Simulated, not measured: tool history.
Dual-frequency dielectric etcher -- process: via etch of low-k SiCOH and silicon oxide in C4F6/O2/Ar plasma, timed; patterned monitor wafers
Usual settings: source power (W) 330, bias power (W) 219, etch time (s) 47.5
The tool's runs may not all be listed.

run,hour,source power (W),bias power (W),etch time (s),"read-back reference wafer on the same gauge, depth_nm",mean etch depth across the wafer (nm)
1,0.0,270,219,47.5,138.1,115.1
# hour 18.2: source power generator calibrated
2,18.7,270,219,47.5,138.0,114.7
3,33.6,270,219,47.5,137.9,114.8
4,49.4,330,219,47.5,138.1,128.8
5,57.5,330,219,47.5,138.0,128.1
6,65.7,330,219,47.5,138.0,128.7
7,71.8,330,219,47.5,138.0,128.4
8,87.8,330,219,47.5,137.8,128.7
9,101.9,330,219,47.5,138.1,128.5
# hour 134.7: bias power generator calibrated
# hour 140.9: upper electrode replaced
# hour 144.4: wet clean of the chamber
10,144.9,380,181,55.5,138.2,153.5
11,145.3,330,219,47.5,137.9,126.6
12,149.7,330,219,35.0,137.9,92.8
13,159.7,380,250,47.5,138.0,139.1
14,167.0,350,251,37.5,138.0,105.4
15,183.0,410,259,57.0,138.1,175.5
16,189.7,280,219,38.0,137.9,91.7
# hour 193.0: gauge calibrated
17,197.3,330,219,47.5,138.1,126.4
18,212.9,330,219,47.5,138.2,126.0
19,220.4,290,205,41.5,138.0,101.1
20,236.2,400,238,47.5,138.2,141.5
21,250.7,330,219,47.5,138.0,126.9
22,260.7,300,196,52.5,137.9,130.2
23,278.1,330,219,44.0,138.1,117.5
24,286.5,330,260,41.5,137.8,114.5
25,326.1,330,219,47.5,138.2,126.7
26,333.3,330,219,55.0,137.8,146.4
27,348.9,370,238,38.5,137.8,111.1
28,365.5,290,219,61.5,138.0,152.2
29,379.2,360,219,37.5,137.8,104.8
30,388.4,400,244,36.5,137.9,109.8

4 options for the next run, each taken on its own from the tool as it stands now. Forecast them:
A,388.8,330,251,47.5,?,?
B,388.8,370,265,47.5,?,?
C,388.8,330,270,34.5,?,?
D,388.8,250,189,57.0,?,?

run,"read-back reference wafer on the same gauge, depth_nm",mean etch depth across the wafer (nm)
A,138.0,129.8
B,138.0,139.2
C,138.0,95.5
D,138.0,126.4
With the hidden condition removed and each run's random variation left untouched, the same runs would have given:
run,mean etch depth across the wafer (nm)
A,129.5
B,138.9
C,95.3
D,126.1
